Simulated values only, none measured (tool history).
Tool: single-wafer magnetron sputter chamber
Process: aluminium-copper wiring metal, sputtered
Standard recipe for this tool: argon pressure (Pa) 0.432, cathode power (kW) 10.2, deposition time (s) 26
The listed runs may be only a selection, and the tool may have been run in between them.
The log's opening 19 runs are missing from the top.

| run | hour | argon pressure (Pa) | cathode power (kW) | deposition time (s) | read-back reference wafer on the same gauge, thickness_nm | mean film thickness on the monitor wafer (Å) |
|---|---|---|---|---|---|---|
| 20 | 273.8 | 0.432 | 10.2 | 28.6 | 435.935 | 5008.1 |
| 21 | 285.6 | 0.291 | 8.7 | 23.3 | 435.786 | 3787.37 |
|  | 294.2 | sputter target and shields replaced |
| 22 | 294.7 | 0.432 | 8.7 | 26 | 435.351 | 3933.85 |
|  | 311.3 | magnet pack replaced |
| 23 | 311.8 | 0.478 | 11 | 24.3 | 436.255 | 4501.73 |
| 24 | 316.4 | 0.432 | 10.2 | 26 | 435.803 | 4636.79 |
| 25 | 347.3 | 0.432 | 11.9 | 22.5 | 436.6 | 4571.53 |
| 26 | 362.9 | 0.432 | 12.4 | 28.1 | 435.766 | 5883.38 |
| 27 | 377.7 | 0.273 | 12.6 | 26 | 435.725 | 6064.54 |
|  | 385.4 | gauge calibrated |
|  | 385.8 | sputter target and shields replaced |
| 28 | 386.3 | 0.329 | 10.2 | 21.2 | 436.113 | 4022.01 |
| 29 | 406.3 | 0.432 | 10.2 | 26 | 435.806 | 4612.41 |
| 30 | 417.7 | 0.432 | 10.2 | 30.8 | 436.054 | 5461.31 |

Consider 3 possible next runs. They are alternatives, not a sequence: every one starts from the tool as it was left by run 30. What does each give?
| A | 418.1 | 0.298 | 10.2 | 26 | ? | ? |
| B | 418.1 | 0.365 | 10.2 | 28.6 | ? | ? |
| C | 418.1 | 0.432 | 12.05 | 30.6 | ? | ? |

| run | read-back reference wafer on the same gauge, thickness_nm | mean film thickness on the monitor wafer (Å) |
|---|---|---|
| A | 436.036 | 5029.18 |
| B | 436.036 | 5288.58 |
| C | 436.036 | 6395.26 |
Had the tool no hidden state, the same runs would have come out as:
| run | mean film thickness on the monitor wafer (Å) |
|---|---|
| A | 5084.97 |
| B | 5347.25 |
| C | 6466.21 |

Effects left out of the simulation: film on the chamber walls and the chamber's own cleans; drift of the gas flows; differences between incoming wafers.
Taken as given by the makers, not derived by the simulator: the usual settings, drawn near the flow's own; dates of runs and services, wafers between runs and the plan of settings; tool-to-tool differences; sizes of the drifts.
